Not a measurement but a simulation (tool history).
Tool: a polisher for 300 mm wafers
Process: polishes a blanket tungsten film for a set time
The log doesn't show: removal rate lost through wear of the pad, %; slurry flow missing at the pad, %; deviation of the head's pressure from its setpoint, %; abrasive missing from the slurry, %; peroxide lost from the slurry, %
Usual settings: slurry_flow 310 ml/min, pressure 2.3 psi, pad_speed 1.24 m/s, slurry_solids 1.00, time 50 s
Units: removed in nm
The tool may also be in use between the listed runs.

run,day,slurry_flow,pressure,pad_speed,slurry_solids,time,wafers since the last listed run,wafers polished on this pad,hours since the slurry nozzle was cleaned,hours since the head pressure was calibrated,hours since the slurry blender was calibrated,hours since the slurry got fresh peroxide,"incoming thickness of the incoming film, nm",removed
1,0.000,310,2.3,1.24,1.00,50,0,1044,111.2,178.4,332.0,34.6,1383.8,150.5
2,1.096,310,2.3,1.24,1.00,50,194,1239,137.5,204.7,358.3,60.9,1385.7,149.2
# day 1.283: worn pad replaced by a new one
3,2.617,310,2.3,1.24,1.00,50,240,236,174.0,241.2,394.8,97.4,1387.9,150.2
4,4.954,310,2.3,1.24,1.00,50,415,652,230.1,297.3,450.9,153.5,1382.7,149.9
# day 6.054: slurry tank refilled with fresh slurry and peroxide
5,7.296,310,2.3,1.24,1.00,50,409,1061,286.3,353.5,507.1,29.8,1390.4,147.4
# day 7.921: slurry blender recalibrated
6,8.438,310,2.3,0.92,1.00,50,188,1250,313.7,380.9,12.4,57.2,1370.3,109.9
# day 8.608: worn pad replaced by a new one
7,10.538,310,2.3,0.92,1.00,50,343,343,364.1,431.3,62.8,107.6,1383.1,111.1
8,12.862,310,2.0,1.24,1.00,50,413,756,419.9,487.1,118.6,163.4,1377.1,131.2
# day 14.454: slurry tank refilled with fresh slurry and peroxide
9,14.738,310,2.0,1.24,1.00,50,326,1083,464.9,532.1,163.6,6.8,1355.2,130.8
# day 15.496: slurry nozzle cleaned
10,15.879,310,2.0,1.24,1.00,50,195,1278,9.2,559.5,191.0,34.2,1389.6,129.6
# day 16.175: head pressure recalibrated
# day 16.200: worn pad replaced by a new one
11,17.304,310,1.9,1.24,1.00,64,234,196,43.4,27.1,225.2,68.4,1402.8,160.8
12,18.762,310,1.9,1.24,1.00,64,259,456,78.4,62.1,260.2,103.4,1373.1,163.0
13,20.212,260,2.5,1.24,1.00,50,257,714,113.2,96.9,295.0,138.2,1366.4,158.8
14,22.283,310,2.3,1.24,1.00,50,368,1082,162.9,146.6,344.7,187.9,1384.3,150.5
# day 23.225: slurry tank refilled with fresh slurry and peroxide
# day 24.021: worn pad replaced by a new one
15,24.233,310,2.3,1.62,1.10,50,309,37,209.7,193.4,391.5,24.2,1368.0,196.7
16,26.354,310,2.3,1.24,1.00,61,377,414,260.6,244.3,442.4,75.1,1386.1,181.9
# day 28.379: slurry blender recalibrated
17,28.758,370,2.3,1.56,1.00,50,412,827,318.3,302.0,9.1,132.8,1356.4,191.3
18,30.021,310,2.3,1.24,1.00,50,224,1052,348.6,332.3,39.4,163.1,1367.8,146.9
# day 32.071: worn pad replaced by a new one
19,32.192,310,1.8,1.24,1.00,50,356,21,400.7,384.4,91.5,215.2,1377.0,120.6
# day 32.900: slurry tank refilled with fresh slurry and peroxide
20,33.308,240,1.6,1.56,1.00,65,191,213,427.5,411.2,118.3,9.8,1394.6,170.6
21,36.300,310,2.3,1.24,1.20,50,532,745,499.3,483.0,190.1,81.6,1379.7,154.7
22,37.396,310,2.0,1.24,1.00,50,194,940,525.6,509.3,216.4,107.9,1395.8,130.7
# day 37.667: head pressure recalibrated
23,38.712,265,2.6,1.56,1.00,55,219,1159,557.2,25.1,248.0,139.5,1380.7,226.4
24,39.767,310,2.3,0.96,1.00,63,187,1347,582.5,50.4,273.3,164.8,1387.7,148.5
# day 40.825: worn pad replaced by a new one
# day 41.946: slurry tank refilled with fresh slurry and peroxide
# day 42.100: slurry nozzle cleaned
25,42.121,270,3.0,1.24,1.00,59,374,215,0.5,106.9,329.8,4.2,1393.6,223.6

The tool's hidden state at each run:
removal rate lost through wear of the pad, %: 0 in every run
slurry flow missing at the pad, %: 0 in every run
deviation of the head's pressure from its setpoint, %: 0 in every run
abrasive missing from the slurry, %: 0 in every run
peroxide lost from the slurry, %: 0 in every run

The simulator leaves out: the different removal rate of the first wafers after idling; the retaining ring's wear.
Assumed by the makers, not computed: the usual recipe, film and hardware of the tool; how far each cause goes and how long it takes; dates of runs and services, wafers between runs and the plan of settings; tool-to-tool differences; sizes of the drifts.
